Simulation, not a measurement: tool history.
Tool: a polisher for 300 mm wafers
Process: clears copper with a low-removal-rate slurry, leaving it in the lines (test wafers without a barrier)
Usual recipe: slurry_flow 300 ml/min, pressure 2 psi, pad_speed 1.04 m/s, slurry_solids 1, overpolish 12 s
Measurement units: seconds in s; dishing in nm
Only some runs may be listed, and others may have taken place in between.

run,hour,slurry_flow,pressure,pad_speed,slurry_solids,overpolish,wafers since the last listed run,wafers polished on this pad,hours since the slurry nozzle was cleaned,hours since the head pressure was calibrated,hours since the slurry blender was calibrated,"incoming thickness of the incoming film, nm",seconds,dishing
1,0,300,2,1.04,1,12,0,811,83.9,1352.9,3.1,181.4,80.2,18.4
2,13.4,300,2,1.04,1,10,72,884,97.3,1366.3,16.5,180.7,76.5,15.6
3,30.5,300,2,1.04,1,10,92,976,114.4,1383.4,33.6,181,77.4,15.6
4,47.2,300,2,1.04,1,12,90,1066,131.1,1400.1,50.3,181.6,81.7,17.9
5,64.1,300,2,1.04,1,12,91,1158,148,1417,67.2,181.7,81.6,17.7
# hour 70.3: worn pad replaced by a new one
6,74.8,300,2,1.04,1,12,36,24,158.7,1427.7,77.9,177.3,77,18.6
7,92.7,300,2,1.04,0.95,12,96,121,176.6,1445.6,95.8,181,81.6,17.4
# hour 108.5: slurry blender recalibrated
8,109.2,300,2,1.04,1,12,78,199,193.1,1462.1,0.7,180.6,72.5,19.1
9,126.8,300,1.6,1.04,0.9,12,95,294,210.7,1479.7,18.3,181,93.9,15
10,133.7,345,2,1.04,1.2,12,37,331,217.6,1486.6,25.2,180.3,69.5,20.1
11,141.3,300,1.8,1.04,0.8,12,41,373,225.2,1494.2,32.8,179.8,88.1,16.6
12,151.3,300,2,1.04,1,12,54,427,235.2,1504.2,42.8,181.1,75.4,19.2
13,162.5,300,2,1.04,1,12,60,487,246.4,1515.4,54,178.8,74.2,18.3
14,175.4,300,2,1.04,1,12,69,557,259.3,1528.3,66.9,182.1,80,18.6
15,189.3,300,2,0.9,0.75,12,75,632,273.2,1542.2,80.8,181.1,97.4,14.7
# hour 200.1: head pressure recalibrated
16,202.6,300,2,1.04,0.85,12,61,693,286.5,2.5,94.1,179.9,85.8,16.7
# hour 205.2: slurry blender recalibrated
# hour 217.2: slurry nozzle cleaned
17,219,300,1.6,1.04,0.9,12,72,766,1.8,18.9,13.8,180.3,97.7,14.7
18,226.4,300,2,1.04,1,5,40,806,9.2,26.3,21.2,183.3,77,8.3
19,235.5,300,2,1.04,1,12,49,855,18.3,35.4,30.3,181.5,77.2,18.2
20,242.3,345,2.4,0.94,1,6,36,892,25.1,42.2,37.1,179.6,68.3,10.5
21,255.3,300,2,1.04,1,12,70,962,38.1,55.2,50.1,177.2,78.1,18.3
22,261.7,345,1.5,1.26,1.25,12,34,996,44.5,61.6,56.5,182,83.4,17.2
23,278.3,300,1.4,0.76,0.9,12,89,1086,61.1,78.2,73.1,178.1,165.6,9.3
24,284.5,300,2,1.04,1.15,15,33,1120,67.3,84.4,79.3,178.7,80.1,21.6
# hour 301.8: worn pad replaced by a new one
25,302.4,370,2.6,1.4,1.25,12,75,3,85.2,102.3,97.2,180.7,42.6,31.2
26,316.8,300,2,1.38,0.75,12,77,81,99.6,116.7,111.6,181.5,68.1,21.1
27,323.6,300,2.3,0.8,1.3,18,36,118,106.4,123.5,118.4,178.5,89.3,23.6
# hour 334: slurry blender recalibrated
28,356.6,335,2,0.7,1,12,167,285,139.4,156.5,22.6,176.6,105.5,13.4

4 options for the next run, each taken on its own from the tool as it stands now. Forecast them:
A,357,200,2,1.04,1,12,2,287,139.8,156.9,23,179,?,?
B,357,350,2,1.04,1,15,2,287,139.8,156.9,23,179,?,?
C,357,300,1.5,1.28,0.9,12,2,287,139.8,156.9,23,179,?,?
D,357,300,2,1.04,0.75,12,2,287,139.8,156.9,23,179,?,?

run,seconds,dishing
A,79.1,17.9
B,74.2,22.9
C,83.5,16.9
D,80.3,17.7
Had the tool no hidden state, the same runs would have come out as:
run,seconds,dishing
A,75.8,18.6
B,71,23.7
C,79.9,17.5
D,76.9,18.3

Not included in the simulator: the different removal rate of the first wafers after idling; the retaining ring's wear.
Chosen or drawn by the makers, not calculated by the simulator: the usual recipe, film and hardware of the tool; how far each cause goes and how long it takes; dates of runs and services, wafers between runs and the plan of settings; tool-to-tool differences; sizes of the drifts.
